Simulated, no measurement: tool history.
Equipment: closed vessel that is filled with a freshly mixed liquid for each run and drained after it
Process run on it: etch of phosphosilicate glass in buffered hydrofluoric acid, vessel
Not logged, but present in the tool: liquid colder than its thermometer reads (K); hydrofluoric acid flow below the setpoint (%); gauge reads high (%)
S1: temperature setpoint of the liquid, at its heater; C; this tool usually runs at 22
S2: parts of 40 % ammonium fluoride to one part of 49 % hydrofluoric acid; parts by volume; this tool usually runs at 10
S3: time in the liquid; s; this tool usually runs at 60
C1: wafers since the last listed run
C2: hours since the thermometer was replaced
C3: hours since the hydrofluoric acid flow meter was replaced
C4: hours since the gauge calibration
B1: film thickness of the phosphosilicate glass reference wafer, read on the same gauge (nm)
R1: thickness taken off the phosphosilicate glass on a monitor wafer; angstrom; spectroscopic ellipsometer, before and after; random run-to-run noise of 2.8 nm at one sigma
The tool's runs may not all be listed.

run     day    S1    S2  S3     C1      C2      C3      C4      B1      R1
  1       0    22    10  60      0   338.1  1330.7   617.4  119.98  2624.7
  2   2.512    22    10  60   4343   398.4    1391   677.7  119.94  2601.2
  3   4.133    22    10  60   2801   437.3  1429.9   716.6     120  2616.9
  4   6.817    22    10  60   4638   501.7  1494.3     781  119.97  2589.8
  5   9.042    24    10  60   3846   555.1  1547.7   834.4  119.98  2893.8
  6  11.562    22    10  60   4357   615.6  1608.2   894.9     120  2598.8
  7  12.588  24.5    10  85   1771   640.2  1632.8   919.5  120.06  4185.1
  8  14.233  24.5    10  85   2844   679.7  1672.3     959  120.01  4280.9
  9  15.817    23    10  50   2736   717.7  1710.3     997     120  2224.5
 10  16.958    22    10  60   1973   745.1  1737.7  1024.4  120.01    2592
     18.729  -- hydrofluoric acid flow meter replaced
 11  19.825    22    10  60   4883   813.9    26.3  1093.2  120.01  2784.2
 12  22.729    22    10  60   5020   883.6      96  1162.9  120.04    2790
 13  25.033    22    10  50   3982   938.9   151.3  1218.2  119.98  2317.4
 14  26.338  24.5    10  85   2254   970.2   182.6  1249.5  119.96  4622.2
     26.633  -- gauge calibrated
 15  28.521    22    12  60   3774  1022.6     235    45.3  120.01  2292.9
     31.029  -- thermometer replaced
 16  31.288    22    10  60   4710     6.2   301.4   111.7  119.98  2780.2
 17  32.971    22    10  30   2909    46.6   341.8   152.1  120.05  1386.1
 18  35.033    22    10  30   3565    96.1   391.3   201.6  119.98    1354
 19  36.721    19  11.5  60   2916   136.6   431.8   242.1  119.98  2057.5
 20  39.304  20.5     8  45   4465   198.6   493.8   304.1  120.02  2292.3
 21  45.654    22     7  40  10976     351   646.2   456.5     120  2548.7
 22  47.504  19.5    10  75   3197   395.4   690.6   500.9     120  2913.5
 23  48.533    22  13.5  85   1778   420.1   715.3   525.6     120  2892.3
 24  51.425    22    10  60   4998   489.5   784.7     595  120.02  2687.4
 25  53.775    24    14  30   4062   545.9   841.1   651.4  120.02  1075.9
 26   56.15  23.5   6.5  60   4105   602.9   898.1   708.4  119.99  4486.7
 27  58.504    22    10  60   4069   659.4   954.6   764.9     120  2675.6

Branching from run 27: 4 alternative next runs. What would each branch give?
  A  58.533  22   10  60  50  660.1  955.3  765.6   ?   ?
  B  58.533  22   10  75  50  660.1  955.3  765.6   ?   ?
  C  58.533  25    9  60  50  660.1  955.3  765.6   ?   ?
  D  58.533  25  8.5  85  50  660.1  955.3  765.6   ?   ?

run      B1      R1
  A  119.99  2676.2
  B  119.99  3345.2
  C  119.99  3433.2
  D  119.99  5048.4
Stripped of hidden state, with their random variation kept, the same runs would have yielded:
run      R1
  A  2821.2
  B  3526.4
  C    3552
  D    5354
